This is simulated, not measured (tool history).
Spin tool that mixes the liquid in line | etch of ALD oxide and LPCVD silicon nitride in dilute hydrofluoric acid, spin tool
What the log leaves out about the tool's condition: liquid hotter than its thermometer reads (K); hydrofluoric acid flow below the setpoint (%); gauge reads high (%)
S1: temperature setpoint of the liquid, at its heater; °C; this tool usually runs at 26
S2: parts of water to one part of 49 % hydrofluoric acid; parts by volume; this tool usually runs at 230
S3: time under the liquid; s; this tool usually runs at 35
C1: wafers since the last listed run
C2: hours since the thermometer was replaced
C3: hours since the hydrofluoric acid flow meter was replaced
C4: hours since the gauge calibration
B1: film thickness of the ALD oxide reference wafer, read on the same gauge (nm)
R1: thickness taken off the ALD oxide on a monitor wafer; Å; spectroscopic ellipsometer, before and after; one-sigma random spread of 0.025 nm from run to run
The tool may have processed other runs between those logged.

{"run": 1, "hour": 0.0, "S1": 26, "S2": 230, "S3": 35, "C1": 0, "C2": 168.5, "C3": 361.9, "C4": 191.7, "B1": 90.022, "R1": 50.5}
{"run": 2, "hour": 70.7, "S1": 26, "S2": 230, "S3": 35, "C1": 1207, "C2": 239.2, "C3": 432.6, "C4": 262.4, "B1": 90.011, "R1": 50.12}
{"run": 3, "hour": 162.8, "S1": 26, "S2": 230, "S3": 35, "C1": 1573, "C2": 331.3, "C3": 524.7, "C4": 354.5, "B1": 90.024, "R1": 50.29}
{"run": 4, "hour": 231.9, "S1": 26, "S2": 275, "S3": 45, "C1": 1180, "C2": 400.4, "C3": 593.8, "C4": 423.6, "B1": 89.961, "R1": 51.86}
{"run": 5, "hour": 300.6, "S1": 26, "S2": 275, "S3": 45, "C1": 1173, "C2": 469.1, "C3": 662.5, "C4": 492.3, "B1": 90.021, "R1": 51.96}
{"run": 6, "hour": 402.9, "S1": 26, "S2": 275, "S3": 45, "C1": 1747, "C2": 571.4, "C3": 764.8, "C4": 594.6, "B1": 90.025, "R1": 51.48}
{"hour": 446.5, "done": "thermometer replaced, repeated, since the last time left the tool worse"}
{"run": 7, "hour": 509.3, "S1": 26, "S2": 230, "S3": 35, "C1": 1800, "C2": 62.8, "C3": 871.2, "C4": 701, "B1": 89.981, "R1": 45.7}
{"run": 8, "hour": 594.6, "S1": 26, "S2": 230, "S3": 35, "C1": 1457, "C2": 148.1, "C3": 956.5, "C4": 786.3, "B1": 89.992, "R1": 45.69}
{"run": 9, "hour": 647.6, "S1": 23, "S2": 230, "S3": 35, "C1": 905, "C2": 201.1, "C3": 1009.5, "C4": 839.3, "B1": 89.987, "R1": 40.85}
{"run": 10, "hour": 686.4, "S1": 26, "S2": 230, "S3": 35, "C1": 662, "C2": 239.9, "C3": 1048.3, "C4": 878.1, "B1": 90.008, "R1": 45.94}
{"run": 11, "hour": 789.2, "S1": 26, "S2": 345, "S3": 40, "C1": 1756, "C2": 342.7, "C3": 1151.1, "C4": 980.9, "B1": 89.955, "R1": 31.03}
{"run": 12, "hour": 890.7, "S1": 30.5, "S2": 290, "S3": 20, "C1": 1734, "C2": 444.2, "C3": 1252.6, "C4": 1082.4, "B1": 89.974, "R1": 22.76}
{"run": 13, "hour": 951.3, "S1": 23, "S2": 160, "S3": 45, "C1": 1035, "C2": 504.8, "C3": 1313.2, "C4": 1143, "B1": 89.99, "R1": 83.7}
{"run": 14, "hour": 1029.6, "S1": 21.5, "S2": 230, "S3": 50, "C1": 1337, "C2": 583.1, "C3": 1391.5, "C4": 1221.3, "B1": 89.989, "R1": 56.45}
{"run": 15, "hour": 1083.5, "S1": 26, "S2": 230, "S3": 20, "C1": 920, "C2": 637, "C3": 1445.4, "C4": 1275.2, "B1": 89.993, "R1": 26.55}
{"run": 16, "hour": 1134.3, "S1": 28, "S2": 130, "S3": 35, "C1": 867, "C2": 687.8, "C3": 1496.2, "C4": 1326, "B1": 90.024, "R1": 100.39}
{"run": 17, "hour": 1203.2, "S1": 30.5, "S2": 310, "S3": 20, "C1": 1177, "C2": 756.7, "C3": 1565.1, "C4": 1394.9, "B1": 90.009, "R1": 21.03}
{"run": 18, "hour": 1271.3, "S1": 26, "S2": 230, "S3": 35, "C1": 1163, "C2": 824.8, "C3": 1633.2, "C4": 1463, "B1": 89.98, "R1": 46.65}
{"run": 19, "hour": 1366.0, "S1": 26, "S2": 230, "S3": 50, "C1": 1617, "C2": 919.5, "C3": 1727.9, "C4": 1557.7, "B1": 90.044, "R1": 66.34}
{"run": 20, "hour": 1461.0, "S1": 26, "S2": 230, "S3": 55, "C1": 1622, "C2": 1014.5, "C3": 1822.9, "C4": 1652.7, "B1": 89.977, "R1": 73.85}
{"run": 21, "hour": 1497.1, "S1": 27.5, "S2": 230, "S3": 25, "C1": 616, "C2": 1050.6, "C3": 1859, "C4": 1688.8, "B1": 89.975, "R1": 35.43}
{"run": 22, "hour": 1585.2, "S1": 24, "S2": 310, "S3": 35, "C1": 1505, "C2": 1138.7, "C3": 1947.1, "C4": 1776.9, "B1": 89.974, "R1": 30.07}
{"run": 23, "hour": 1627.1, "S1": 22.5, "S2": 180, "S3": 25, "C1": 715, "C2": 1180.6, "C3": 1989, "C4": 1818.8, "B1": 89.97, "R1": 40.16}
{"run": 24, "hour": 1711.3, "S1": 24.5, "S2": 150, "S3": 55, "C1": 1438, "C2": 1264.8, "C3": 2073.2, "C4": 1903, "B1": 90.034, "R1": 119.14}
{"run": 25, "hour": 1783.6, "S1": 28, "S2": 230, "S3": 45, "C1": 1235, "C2": 1337.1, "C3": 2145.5, "C4": 1975.3, "B1": 89.995, "R1": 65.17}

Forecast each of these 5 alternatives for the next run:
{"run": "A", "hour": 1784.0, "S1": 26, "S2": 230, "S3": 40, "C1": 6, "C2": 1337.5, "C3": 2145.9, "C4": 1975.7, "B1": "?", "R1": "?"}
{"run": "B", "hour": 1784.0, "S1": 23, "S2": 165, "S3": 45, "C1": 6, "C2": 1337.5, "C3": 2145.9, "C4": 1975.7, "B1": "?", "R1": "?"}
{"run": "C", "hour": 1784.0, "S1": 30.5, "S2": 230, "S3": 35, "C1": 6, "C2": 1337.5, "C3": 2145.9, "C4": 1975.7, "B1": "?", "R1": "?"}
{"run": "D", "hour": 1784.0, "S1": 26, "S2": 140, "S3": 35, "C1": 6, "C2": 1337.5, "C3": 2145.9, "C4": 1975.7, "B1": "?", "R1": "?"}
{"run": "E", "hour": 1784.0, "S1": 29, "S2": 135, "S3": 25, "C1": 6, "C2": 1337.5, "C3": 2145.9, "C4": 1975.7, "B1": "?", "R1": "?"}

run=A B1=90.029 R1=54.32
run=B B1=90.029 R1=82.17
run=C B1=90.029 R1=55.39
run=D B1=90.029 R1=86.83
run=E B1=90.029 R1=72.29
The same runs, with their run-to-run variation unchanged, on a tool lacking any hidden condition would have given:
run=A R1=52.02
run=B R1=78.42
run=C R1=53.17
run=D R1=82.91
run=E R1=69.11

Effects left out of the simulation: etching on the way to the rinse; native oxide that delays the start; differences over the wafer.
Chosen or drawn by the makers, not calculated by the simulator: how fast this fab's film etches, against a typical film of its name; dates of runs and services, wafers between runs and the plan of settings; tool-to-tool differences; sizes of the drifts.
